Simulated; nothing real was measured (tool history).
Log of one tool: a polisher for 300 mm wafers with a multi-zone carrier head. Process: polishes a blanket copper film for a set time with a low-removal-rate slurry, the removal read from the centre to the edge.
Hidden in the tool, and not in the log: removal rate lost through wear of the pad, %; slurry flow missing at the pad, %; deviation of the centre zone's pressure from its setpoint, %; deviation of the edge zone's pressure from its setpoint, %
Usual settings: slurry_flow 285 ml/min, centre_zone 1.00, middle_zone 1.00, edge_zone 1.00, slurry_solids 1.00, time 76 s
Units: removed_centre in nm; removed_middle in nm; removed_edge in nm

run   hour  slurry_flow  centre_zone  middle_zone  edge_zone  slurry_solids  time  wafers since the last listed run  wafers polished on this pad  hours since the slurry nozzle was cleaned  hours since the centre zone pressure was calibrated  hours since the edge zone pressure was calibrated  hours since the carrier head's membrane was replaced  incoming thickness of the incoming film, nm  removed_centre  removed_middle  removed_edge
  1    0.0          250         1.05         1.08       1.00           0.80    76                                 0                         4074                                      103.4                                                800.3                                              400.0                                                 162.8                                       1040.3           198.4           219.7         195.9
  2   60.1          285         1.00         1.08       1.00           1.25    98                               755                         4829                                      163.5                                                860.4                                              460.1                                                 222.9                                       1055.5           283.5           327.1         297.5
      74.1  -- worn pad replaced by a new one
      77.0  -- edge zone pressure recalibrated
  3  111.8          285         1.00         1.12       1.04           1.15    65                               574                          448                                      215.2                                                912.1                                               34.8                                                 274.6                                       1047.0           181.0           217.1         197.0
  4  140.1          285         1.00         1.00       1.00           1.00    76                               355                          804                                      243.5                                                940.4                                               63.1                                                 302.9                                       1036.7           203.2           213.5         216.3
  5  208.3          285         1.00         1.12       1.04           1.15    65                               857                         1661                                      311.7                                               1008.6                                              131.3                                                 371.1                                       1035.0           180.0           214.8         197.6
  6  246.5          285         1.04         1.05       1.00           0.85    94                               480                         2141                                      349.9                                               1046.8                                              169.5                                                 409.3                                       1049.0           248.3           277.5         253.3
  7  275.6          285         1.00         1.00       1.00           1.00    76                               365                         2507                                      379.0                                               1075.9                                              198.6                                                 438.4                                       1060.1           198.1           227.3         218.7
  8  319.4          285         1.11         0.94       1.00           1.00    99                               550                         3057                                      422.8                                               1119.7                                              242.4                                                 482.2                                       1044.5           288.1           275.1         280.6
  9  380.3          315         1.00         1.00       1.00           1.00    76                               765                         3822                                      483.7                                               1180.6                                              303.3                                                 543.1                                       1037.7           198.7           226.5         218.6
 10  441.1          285         1.00         1.08       1.00           1.25    98                               764                         4586                                      544.5                                               1241.4                                              364.1                                                 603.9                                       1053.8           273.2           334.4         297.5
     451.2  -- worn pad replaced by a new one
 11  533.3          195         1.00         1.08       1.00           1.00    88                              1108                         1032                                      636.7                                               1333.6                                              456.3                                                 696.1                                       1043.8           213.0           256.9         237.6
     549.9  -- slurry nozzle cleaned
 12  582.8          285         1.00         1.00       1.00           1.25    58                               609                         1641                                       32.9                                               1383.1                                              505.8                                                 745.6                                       1033.8           157.4           184.8         175.2
     586.8  -- centre zone pressure recalibrated
     624.5  -- edge zone pressure recalibrated
 13  646.4          285         1.09         0.88       1.00           1.00    76                               748                         2390                                       96.5                                                 59.6                                               21.9                                                 809.2                                       1041.2           229.9           199.3         216.5
 14  707.8          285         1.00         1.00       1.00           1.00    76                               771                         3162                                      157.9                                                121.0                                               83.3                                                 870.6                                       1030.7           214.7           223.8         217.6
 15  769.0          210         1.00         1.00       1.00           1.00    76                               769                         3931                                      219.1                                                182.2                                              144.5                                                 931.8                                       1031.7           201.5           215.6         210.2
     822.5  -- worn pad replaced by a new one
 16  833.3          285         1.00         1.00       1.11           1.00    76                               757                          135                                      283.4                                                246.5                                              208.8                                                 996.1                                       1039.6           210.6           219.1         228.1
     853.8  -- carrier head's membrane replaced by a new one
 17  860.7          285         1.00         1.00       1.00           0.85    76                               281                          416                                      310.8                                                273.9                                              236.2                                                   6.9                                       1041.1           202.5           210.7         205.6
 18  900.4          285         1.00         0.94       1.00           1.00    57                               498                          915                                      350.5                                                313.6                                              275.9                                                  46.6                                       1037.3           157.6           156.6         162.4
 19  937.9          285         1.00         1.00       1.00           1.00    76                               471                         1387                                      388.0                                                351.1                                              313.4                                                  84.1                                       1046.9           212.8           223.0         215.2
 20  994.4          285         0.96         0.96       1.00           0.90    53                               709                         2097                                      444.5                                                407.6                                              369.9                                                 140.6                                       1040.7           135.0           145.9         145.9

Hidden state or all else? Some run-to-run changes of removed_centre, split into what the settings, what came in and random variation would give without the hidden state, and what is left for the hidden state (with any gauge scatter that isn't in both results):
Run 2 -> 3: middle_zone 1.08 -> 1.12, edge_zone 1.00 -> 1.04, slurry_solids 1.25 -> 1.15, time 98 -> 65, worn pad replaced by a new one, edge zone pressure recalibrated. removed_centre -102.5 nm: hidden state +1.9, all else -104.4.
Run 7 -> 8: centre_zone 1.00 -> 1.11, middle_zone 1.00 -> 0.94, time 76 -> 99. removed_centre +90.0 nm: hidden state -5.5, all else +95.5.
Run 9 -> 10: slurry_flow 315 -> 285, middle_zone 1.00 -> 1.08, slurry_solids 1.00 -> 1.25, time 76 -> 98. removed_centre +74.5 nm: hidden state -6.3, all else +80.8.
Run 12 -> 13: centre_zone 1.00 -> 1.09, middle_zone 1.00 -> 0.88, slurry_solids 1.25 -> 1.00, time 58 -> 76, centre zone pressure recalibrated, edge zone pressure recalibrated. removed_centre +72.5 nm: hidden state +16.2, all else +56.3.

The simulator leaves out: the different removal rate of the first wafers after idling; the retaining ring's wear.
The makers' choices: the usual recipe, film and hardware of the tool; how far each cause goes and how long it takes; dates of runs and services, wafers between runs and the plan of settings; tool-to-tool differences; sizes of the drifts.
